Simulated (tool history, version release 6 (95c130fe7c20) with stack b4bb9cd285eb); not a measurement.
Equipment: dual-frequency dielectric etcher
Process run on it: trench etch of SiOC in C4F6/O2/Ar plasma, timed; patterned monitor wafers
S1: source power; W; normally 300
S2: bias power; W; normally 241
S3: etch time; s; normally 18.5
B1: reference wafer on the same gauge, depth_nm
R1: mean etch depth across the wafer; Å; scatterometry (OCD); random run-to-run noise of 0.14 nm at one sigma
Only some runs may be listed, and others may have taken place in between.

| run | hour | S1 | S2 | S3 | B1 | R1 |
|---|---|---|---|---|---|---|
| 1 | 0 | 300 | 241 | 18.5 | 37.4 | 358.1 |
| 2 | 77.3 | 300 | 241 | 18.5 | 37.4 | 355.8 |
| 3 | 131.1 | 240 | 199 | 18.5 | 37.38 | 294.8 |
| 4 | 214.3 | 300 | 241 | 18.5 | 37.4 | 358.6 |
| 5 | 311.2 | 300 | 241 | 18.5 | 37.4 | 356.4 |
| 6 | 373.6 | 270 | 285 | 18.5 | 37.41 | 360.9 |
| 7 | 434 | 370 | 192 | 22 | 37.4 | 439.2 |
| 8 | 496.7 | 330 | 241 | 21 | 37.38 | 427 |
| 9 | 567.6 | 250 | 241 | 18.5 | 37.4 | 327 |
|  | 572.9 | source power generator calibrated |
|  | 584 | bias power generator calibrated |
| 10 | 621.8 | 250 | 241 | 18.5 | 37.38 | 333.7 |
| 11 | 685.9 | 340 | 284 | 20.5 | 37.43 | 459.8 |
| 12 | 734.3 | 330 | 265 | 22.5 | 37.42 | 486.9 |
|  | 774.2 | wet clean of the chamber |
| 13 | 814.1 | 280 | 200 | 23 | 37.42 | 409.3 |
| 14 | 921.8 | 320 | 241 | 18.5 | 37.36 | 377.3 |
|  | 996.9 | upper electrode replaced |
| 15 | 1021.3 | 300 | 241 | 18.5 | 37.4 | 362 |

For run 16, what comes out?
| 16 | 1106.9 | 300 | 241 | 18.5 | ? | ? |

{"run 16": {"B1": 37.38, "R1": 368.8}}
With no hidden state in the tool, this same run would have given R1 365.1 Å.

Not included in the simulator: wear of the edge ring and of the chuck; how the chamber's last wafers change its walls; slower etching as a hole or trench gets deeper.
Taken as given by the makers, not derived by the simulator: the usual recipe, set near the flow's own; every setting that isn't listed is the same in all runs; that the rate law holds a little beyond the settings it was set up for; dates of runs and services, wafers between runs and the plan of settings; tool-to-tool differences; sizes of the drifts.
